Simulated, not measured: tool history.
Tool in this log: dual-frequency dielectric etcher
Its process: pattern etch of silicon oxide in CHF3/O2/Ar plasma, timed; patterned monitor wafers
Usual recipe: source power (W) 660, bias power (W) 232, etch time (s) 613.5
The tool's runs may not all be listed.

run,hour,source power (W),bias power (W),etch time (s),wafers since the last listed run,hours since the last wet clean,hours since the last source power generator calibration,hours since the last bias power generator calibration,hours since the last upper electrode change,hours since the gauge calibration,"read-back reference wafer on the same gauge, depth_nm",mean etch depth across the wafer (nm)
1,0.0,660,232,613.5,0,372.0,2223.4,1490.0,4049.1,132.1,1328.8,1342.5
2,9.7,660,232,613.5,20,381.7,2233.1,1499.7,4058.8,141.8,1330.4,1331.4
3,27.7,660,232,613.5,37,399.7,2251.1,1517.7,4076.8,159.8,1332.1,1323.1
4,34.0,660,216,492.5,13,406.0,2257.4,1524.0,4083.1,166.1,1330.0,1034.2
5,45.4,660,216,492.5,23,417.4,2268.8,1535.4,4094.5,177.5,1328.7,1017.3
6,52.2,660,232,570.5,14,424.2,2275.6,1542.2,4101.3,184.3,1330.3,1241.4
7,67.8,660,232,570.5,32,439.8,2291.2,1557.8,4116.9,199.9,1330.8,1228.0
# hour 98.1: upper electrode replaced
8,98.6,660,232,570.5,14,470.6,2322.0,1588.6,0.5,230.7,1329.6,1220.5
9,99.1,660,201,482.5,1,471.1,2322.5,1589.1,1.0,231.2,1330.9,951.2
10,99.6,660,232,613.5,1,471.6,2323.0,1589.6,1.5,231.7,1330.5,1312.5
11,105.7,660,232,613.5,12,477.7,2329.1,1595.7,7.6,237.8,1329.2,1313.9
12,114.1,660,232,613.5,17,486.1,2337.5,1604.1,16.0,246.2,1328.3,1321.5
# hour 123.0: bias power generator calibrated
13,123.5,660,232,613.5,11,495.5,2346.9,0.5,25.4,255.6,1330.8,1318.4
14,135.0,780,192,698.0,23,507.0,2358.4,12.0,36.9,267.1,1331.0,1461.2
# hour 142.8: source power generator calibrated
# hour 147.6: gauge calibrated
15,148.7,620,184,448.5,20,520.7,5.9,25.7,50.6,1.1,1331.2,820.1
16,162.0,780,192,698.0,27,534.0,19.2,39.0,63.9,14.4,1329.4,1443.0
17,170.4,720,209,613.5,17,542.4,27.6,47.4,72.3,22.8,1331.3,1296.3
18,176.7,780,264,775.5,13,548.7,33.9,53.7,78.6,29.1,1327.8,1902.1
19,198.6,510,249,695.0,45,570.6,55.8,75.6,100.5,51.0,1328.8,1364.8
# hour 224.1: wet clean of the chamber
20,224.6,530,232,613.5,4,0.5,81.8,101.6,126.5,77.0,1329.7,1239.4
21,225.1,660,232,613.5,1,1.0,82.3,102.1,127.0,77.5,1329.2,1373.5
22,230.8,620,184,448.5,11,6.7,88.0,107.8,132.7,83.2,1332.8,858.7
23,244.5,810,232,507.0,28,20.4,101.7,121.5,146.4,96.9,1333.2,1250.1
24,252.4,500,232,613.5,16,28.3,109.6,129.4,154.3,104.8,1329.8,1201.0
25,266.2,610,232,613.5,28,42.1,123.4,143.2,168.1,118.6,1329.0,1325.3
26,282.2,770,284,451.0,33,58.1,139.4,159.2,184.1,134.6,1330.8,1186.6

Branching from run 26: 3 alternative next runs. What would each branch give?
A,282.8,660,232,613.5,1,58.7,140.0,159.8,184.7,135.2,?,?
B,282.8,750,280,545.0,1,58.7,140.0,159.8,184.7,135.2,?,?
C,282.8,780,191,507.0,1,58.7,140.0,159.8,184.7,135.2,?,?

run,"read-back reference wafer on the same gauge, depth_nm",mean etch depth across the wafer (nm)
A,1331.5,1371.4
B,1331.5,1418.3
C,1331.5,1102.3
Take away the tool's hidden state, keep each run's random variation, and the runs would have read:
run,mean etch depth across the wafer (nm)
A,1381.9
B,1429.2
C,1110.7
